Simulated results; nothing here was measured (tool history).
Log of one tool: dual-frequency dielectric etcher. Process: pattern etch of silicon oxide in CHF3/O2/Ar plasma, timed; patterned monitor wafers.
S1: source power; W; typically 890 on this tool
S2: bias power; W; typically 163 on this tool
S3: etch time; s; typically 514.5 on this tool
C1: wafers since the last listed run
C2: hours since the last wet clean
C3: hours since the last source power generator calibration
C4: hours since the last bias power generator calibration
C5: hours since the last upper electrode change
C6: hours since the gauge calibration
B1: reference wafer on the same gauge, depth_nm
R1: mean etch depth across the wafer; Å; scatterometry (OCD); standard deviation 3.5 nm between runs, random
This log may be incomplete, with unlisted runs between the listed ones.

run	day	S1	S2	S3	C1	C2	C3	C4	C5	C6	B1	R1
1	0	780	163	514.5	0	353.3	2822.2	2785.5	5436.4	441.9	1220.2	10593
2	1.812	890	136	514.5	117	396.8	2865.7	2829	5479.9	485.4	1220.4	10277
# day 3.954: wet clean of the chamber
3	9.104	890	163	514.5	407	123.6	3040.7	3004	5654.9	660.4	1220.3	11076
4	11.671	890	163	514.5	166	185.2	3102.3	3065.6	5716.5	722	1219.5	11171
5	13.046	890	163	514.5	88	218.2	3135.3	3098.6	5749.5	755	1220	11138
# day 16.05: bias power generator calibrated
# day 16.475: upper electrode replaced
6	16.496	890	163	514.5	185	301	3218.1	10.7	0.5	837.8	1219.5	11162
7	17.317	940	163	514.5	53	320.7	3237.8	30.4	20.2	857.5	1220	11380
# day 17.838: gauge calibrated
8	20.054	940	163	514.5	177	386.4	3303.5	96.1	85.9	53.2	1220.2	11444
# day 21.229: wet clean of the chamber
9	22.321	670	125	448	81	26.2	3357.9	150.5	140.3	107.6	1221.9	7673
10	24.221	1020	182	390	122	71.8	3403.5	196.1	185.9	153.2	1219.5	9314
11	25.379	890	163	514.5	74	99.6	3431.3	223.9	213.7	181	1220	11174
12	26.679	890	163	514.5	84	130.8	3462.5	255.1	244.9	212.2	1219.5	11127
13	29.633	1040	126	645.5	191	201.7	3533.4	326	315.8	283.1	1219.5	13197
14	31.667	890	163	514.5	131	250.5	3582.2	374.8	364.6	331.9	1218.9	11143
15	33.888	1070	136	616	143	303.8	3635.5	428.1	417.9	385.2	1220.4	13296
# day 34.454: source power generator calibrated
# day 35.746: wet clean of the chamber
16	42.579	830	131	592.5	486	164	195	636.7	626.5	593.8	1218.9	11348
# day 51.971: wet clean of the chamber
17	51.992	960	178	438.5	544	0.5	420.9	862.6	852.4	819.7	1219.1	10140

Branching from run 17: 5 alternative next runs. What would each branch give?
A	52.017	890	163	514.5	1	1.1	421.5	863.2	853	820.3	?	?
B	52.017	700	163	590	1	1.1	421.5	863.2	853	820.3	?	?
C	52.017	1100	152	606	1	1.1	421.5	863.2	853	820.3	?	?
D	52.017	890	197	514.5	1	1.1	421.5	863.2	853	820.3	?	?
E	52.017	720	163	514.5	1	1.1	421.5	863.2	853	820.3	?	?

run	B1	R1
A	1219.1	11073
B	1219.1	11595
C	1219.1	13707
D	1219.1	12054
E	1219.1	10219
Take away the tool's hidden state, keep each run's random variation, and the runs would have read:
run	R1
A	11083
B	11606
C	13720
D	12065
E	10229

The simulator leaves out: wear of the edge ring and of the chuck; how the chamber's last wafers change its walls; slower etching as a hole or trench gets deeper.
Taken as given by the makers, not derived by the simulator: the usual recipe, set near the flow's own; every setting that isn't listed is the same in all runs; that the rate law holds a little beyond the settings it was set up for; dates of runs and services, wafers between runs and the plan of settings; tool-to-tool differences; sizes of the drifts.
